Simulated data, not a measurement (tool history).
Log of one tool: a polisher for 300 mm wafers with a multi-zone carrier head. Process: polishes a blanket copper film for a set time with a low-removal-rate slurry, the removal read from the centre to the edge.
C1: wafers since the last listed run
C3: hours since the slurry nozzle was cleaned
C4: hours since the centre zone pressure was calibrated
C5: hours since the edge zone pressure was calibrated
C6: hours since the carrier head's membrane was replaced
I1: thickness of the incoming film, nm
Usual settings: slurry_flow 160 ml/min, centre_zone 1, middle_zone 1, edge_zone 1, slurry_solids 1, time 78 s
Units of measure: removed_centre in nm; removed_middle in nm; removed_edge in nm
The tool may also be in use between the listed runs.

{"run": 1, "hour": 0.0, "slurry_flow": 160, "centre_zone": 1, "middle_zone": 1, "edge_zone": 0.97, "slurry_solids": 1, "time": 78, "C1": 0, "wafers polished on this pad": 171, "C3": 392.3, "C4": 771.7, "C5": 1151.7, "C6": 408.6, "I1": 731.3, "removed_centre": 171.1, "removed_middle": 170, "removed_edge": 163.5}
{"run": 2, "hour": 34.5, "slurry_flow": 160, "centre_zone": 1, "middle_zone": 1, "edge_zone": 1, "slurry_solids": 1, "time": 78, "C1": 274, "wafers polished on this pad": 446, "C3": 426.8, "C4": 806.2, "C5": 1186.2, "C6": 443.1, "I1": 723.6, "removed_centre": 174.2, "removed_middle": 170.4, "removed_edge": 166.6}
{"run": 3, "hour": 54.3, "slurry_flow": 160, "centre_zone": 1, "middle_zone": 1, "edge_zone": 1, "slurry_solids": 1, "time": 78, "C1": 157, "wafers polished on this pad": 603, "C3": 446.6, "C4": 826, "C5": 1206, "C6": 462.9, "I1": 721.9, "removed_centre": 175, "removed_middle": 169.3, "removed_edge": 164.6}
{"run": 4, "hour": 73.6, "slurry_flow": 160, "centre_zone": 1, "middle_zone": 1, "edge_zone": 1, "slurry_solids": 1, "time": 78, "C1": 153, "wafers polished on this pad": 757, "C3": 465.9, "C4": 845.3, "C5": 1225.3, "C6": 482.2, "I1": 716, "removed_centre": 171.9, "removed_middle": 170.5, "removed_edge": 167.9}
{"hour": 93.7, "done": "centre zone pressure recalibrated"}
{"run": 5, "hour": 97.0, "slurry_flow": 160, "centre_zone": 1, "middle_zone": 1, "edge_zone": 1, "slurry_solids": 1, "time": 78, "C1": 170, "wafers polished on this pad": 927, "C3": 489.3, "C4": 3.3, "C5": 1248.7, "C6": 505.6, "I1": 732.8, "removed_centre": 170.7, "removed_middle": 169.4, "removed_edge": 166.6}
{"hour": 102.1, "done": "worn pad replaced by a new one"}
{"hour": 125.1, "done": "carrier head's membrane replaced by a new one"}
{"run": 6, "hour": 129.2, "slurry_flow": 160, "centre_zone": 1, "middle_zone": 1, "edge_zone": 1, "slurry_solids": 1, "time": 99, "C1": 184, "wafers polished on this pad": 175, "C3": 521.5, "C4": 35.5, "C5": 1280.9, "C6": 4.1, "I1": 727.4, "removed_centre": 220.4, "removed_middle": 216.8, "removed_edge": 211.2}
{"run": 7, "hour": 164.8, "slurry_flow": 160, "centre_zone": 1, "middle_zone": 1, "edge_zone": 1, "slurry_solids": 1, "time": 99, "C1": 283, "wafers polished on this pad": 458, "C3": 557.1, "C4": 71.1, "C5": 1316.5, "C6": 39.7, "I1": 719.2, "removed_centre": 219.2, "removed_middle": 215.9, "removed_edge": 214.5}
{"run": 8, "hour": 178.8, "slurry_flow": 160, "centre_zone": 1, "middle_zone": 1, "edge_zone": 1, "slurry_solids": 1, "time": 99, "C1": 111, "wafers polished on this pad": 570, "C3": 571.1, "C4": 85.1, "C5": 1330.5, "C6": 53.7, "I1": 725.8, "removed_centre": 218.9, "removed_middle": 216.5, "removed_edge": 211.8}
{"run": 9, "hour": 192.3, "slurry_flow": 190, "centre_zone": 1.04, "middle_zone": 1, "edge_zone": 1.05, "slurry_solids": 1, "time": 78, "C1": 107, "wafers polished on this pad": 677, "C3": 584.6, "C4": 98.6, "C5": 1344, "C6": 67.2, "I1": 717.1, "removed_centre": 184.6, "removed_middle": 175.5, "removed_edge": 172.2}
{"hour": 199.6, "done": "worn pad replaced by a new one"}
{"run": 10, "hour": 205.7, "slurry_flow": 160, "centre_zone": 1, "middle_zone": 1, "edge_zone": 1, "slurry_solids": 1, "time": 78, "C1": 74, "wafers polished on this pad": 48, "C3": 598, "C4": 112, "C5": 1357.4, "C6": 80.6, "I1": 718.8, "removed_centre": 174.8, "removed_middle": 171, "removed_edge": 165.2}
{"hour": 210.5, "done": "edge zone pressure recalibrated"}
{"run": 11, "hour": 223.6, "slurry_flow": 160, "centre_zone": 1, "middle_zone": 0.97, "edge_zone": 0.93, "slurry_solids": 0.8, "time": 61, "C1": 126, "wafers polished on this pad": 175, "C3": 615.9, "C4": 129.9, "C5": 13.1, "C6": 98.5, "I1": 733.3, "removed_centre": 129.1, "removed_middle": 123, "removed_edge": 119.6}
{"run": 12, "hour": 244.4, "slurry_flow": 160, "centre_zone": 1, "middle_zone": 1.04, "edge_zone": 1.04, "slurry_solids": 1, "time": 78, "C1": 165, "wafers polished on this pad": 340, "C3": 636.7, "C4": 150.7, "C5": 33.9, "C6": 119.3, "I1": 715, "removed_centre": 172.6, "removed_middle": 176.4, "removed_edge": 168.9}
{"run": 13, "hour": 266.3, "slurry_flow": 160, "centre_zone": 1, "middle_zone": 1, "edge_zone": 1, "slurry_solids": 1.2, "time": 78, "C1": 174, "wafers polished on this pad": 514, "C3": 658.6, "C4": 172.6, "C5": 55.8, "C6": 141.2, "I1": 715.8, "removed_centre": 179.3, "removed_middle": 177.6, "removed_edge": 174.5}
{"run": 14, "hour": 298.7, "slurry_flow": 160, "centre_zone": 1, "middle_zone": 1, "edge_zone": 1, "slurry_solids": 1, "time": 78, "C1": 257, "wafers polished on this pad": 772, "C3": 691, "C4": 205, "C5": 88.2, "C6": 173.6, "I1": 721.5, "removed_centre": 172.2, "removed_middle": 170.9, "removed_edge": 166.8}
{"hour": 310.1, "done": "worn pad replaced by a new one"}
{"run": 15, "hour": 327.5, "slurry_flow": 180, "centre_zone": 1, "middle_zone": 1, "edge_zone": 1, "slurry_solids": 1, "time": 78, "C1": 197, "wafers polished on this pad": 138, "C3": 719.8, "C4": 233.8, "C5": 117, "C6": 202.4, "I1": 712.4, "removed_centre": 179.4, "removed_middle": 174.2, "removed_edge": 168.7}
{"run": 16, "hour": 340.0, "slurry_flow": 160, "centre_zone": 1, "middle_zone": 1, "edge_zone": 1, "slurry_solids": 1, "time": 99, "C1": 99, "wafers polished on this pad": 237, "C3": 732.3, "C4": 246.3, "C5": 129.5, "C6": 214.9, "I1": 716.7, "removed_centre": 218.2, "removed_middle": 217.2, "removed_edge": 211.8}
{"hour": 345.0, "done": "slurry nozzle cleaned"}
{"run": 17, "hour": 411.9, "slurry_flow": 160, "centre_zone": 1, "middle_zone": 1, "edge_zone": 1, "slurry_solids": 1, "time": 78, "C1": 564, "wafers polished on this pad": 802, "C3": 66.9, "C4": 318.2, "C5": 201.4, "C6": 286.8, "I1": 708.8, "removed_centre": 172.7, "removed_middle": 169.8, "removed_edge": 169}
{"hour": 431.2, "done": "worn pad replaced by a new one"}
{"run": 18, "hour": 434.2, "slurry_flow": 160, "centre_zone": 1, "middle_zone": 1.04, "edge_zone": 1, "slurry_solids": 1, "time": 78, "C1": 145, "wafers polished on this pad": 23, "C3": 89.2, "C4": 340.5, "C5": 223.7, "C6": 309.1, "I1": 718.5, "removed_centre": 171.2, "removed_middle": 178.1, "removed_edge": 167.3}
{"run": 19, "hour": 451.8, "slurry_flow": 140, "centre_zone": 1, "middle_zone": 1, "edge_zone": 1, "slurry_solids": 1, "time": 89, "C1": 140, "wafers polished on this pad": 163, "C3": 106.8, "C4": 358.1, "C5": 241.3, "C6": 326.7, "I1": 721.4, "removed_centre": 189.7, "removed_middle": 187.5, "removed_edge": 188.1}
{"run": 20, "hour": 480.5, "slurry_flow": 160, "centre_zone": 1, "middle_zone": 0.88, "edge_zone": 1, "slurry_solids": 1, "time": 78, "C1": 228, "wafers polished on this pad": 392, "C3": 135.5, "C4": 386.8, "C5": 270, "C6": 355.4, "I1": 732.1, "removed_centre": 173.2, "removed_middle": 154.1, "removed_edge": 169.3}

Predict each of these 5 candidate next runs independently; none follows another, all start after run 20:
{"run": "A", "hour": 481.0, "slurry_flow": 200, "centre_zone": 1, "middle_zone": 1, "edge_zone": 1, "slurry_solids": 1, "time": 78, "C1": 3, "wafers polished on this pad": 396, "C3": 136, "C4": 387.3, "C5": 270.5, "C6": 355.9, "I1": 724.7, "removed_centre": "?", "removed_middle": "?", "removed_edge": "?"}
{"run": "B", "hour": 481.0, "slurry_flow": 185, "centre_zone": 0.93, "middle_zone": 1, "edge_zone": 1, "slurry_solids": 1, "time": 78, "C1": 3, "wafers polished on this pad": 396, "C3": 136, "C4": 387.3, "C5": 270.5, "C6": 355.9, "I1": 724.7, "removed_centre": "?", "removed_middle": "?", "removed_edge": "?"}
{"run": "C", "hour": 481.0, "slurry_flow": 160, "centre_zone": 1, "middle_zone": 1, "edge_zone": 1, "slurry_solids": 1, "time": 52, "C1": 3, "wafers polished on this pad": 396, "C3": 136, "C4": 387.3, "C5": 270.5, "C6": 355.9, "I1": 724.7, "removed_centre": "?", "removed_middle": "?", "removed_edge": "?"}
{"run": "D", "hour": 481.0, "slurry_flow": 115, "centre_zone": 1, "middle_zone": 1.1, "edge_zone": 0.88, "slurry_solids": 1, "time": 97, "C1": 3, "wafers polished on this pad": 396, "C3": 136, "C4": 387.3, "C5": 270.5, "C6": 355.9, "I1": 724.7, "removed_centre": "?", "removed_middle": "?", "removed_edge": "?"}
{"run": "E", "hour": 481.0, "slurry_flow": 160, "centre_zone": 1, "middle_zone": 1.07, "edge_zone": 1, "slurry_solids": 1, "time": 78, "C1": 3, "wafers polished on this pad": 396, "C3": 136, "C4": 387.3, "C5": 270.5, "C6": 355.9, "I1": 724.7, "removed_centre": "?", "removed_middle": "?", "removed_edge": "?"}

run=A removed_centre=181.4 removed_middle=176.8 removed_edge=170.3
run=B removed_centre=167.7 removed_middle=174.7 removed_edge=168.7
run=C removed_centre=115.8 removed_middle=113.4 removed_edge=110.4
run=D removed_centre=197.6 removed_middle=212.1 removed_edge=183.2
run=E removed_centre=173.8 removed_middle=180.2 removed_edge=165.4
Without the tool's hidden state the same runs would have given:
run=A removed_centre=181.4 removed_middle=176.8 removed_edge=170.3
run=B removed_centre=167.7 removed_middle=174.7 removed_edge=168.7
run=C removed_centre=115.8 removed_middle=113.4 removed_edge=110.4
run=D removed_centre=197.6 removed_middle=212.1 removed_edge=183.2
run=E removed_centre=173.8 removed_middle=180.2 removed_edge=165.4

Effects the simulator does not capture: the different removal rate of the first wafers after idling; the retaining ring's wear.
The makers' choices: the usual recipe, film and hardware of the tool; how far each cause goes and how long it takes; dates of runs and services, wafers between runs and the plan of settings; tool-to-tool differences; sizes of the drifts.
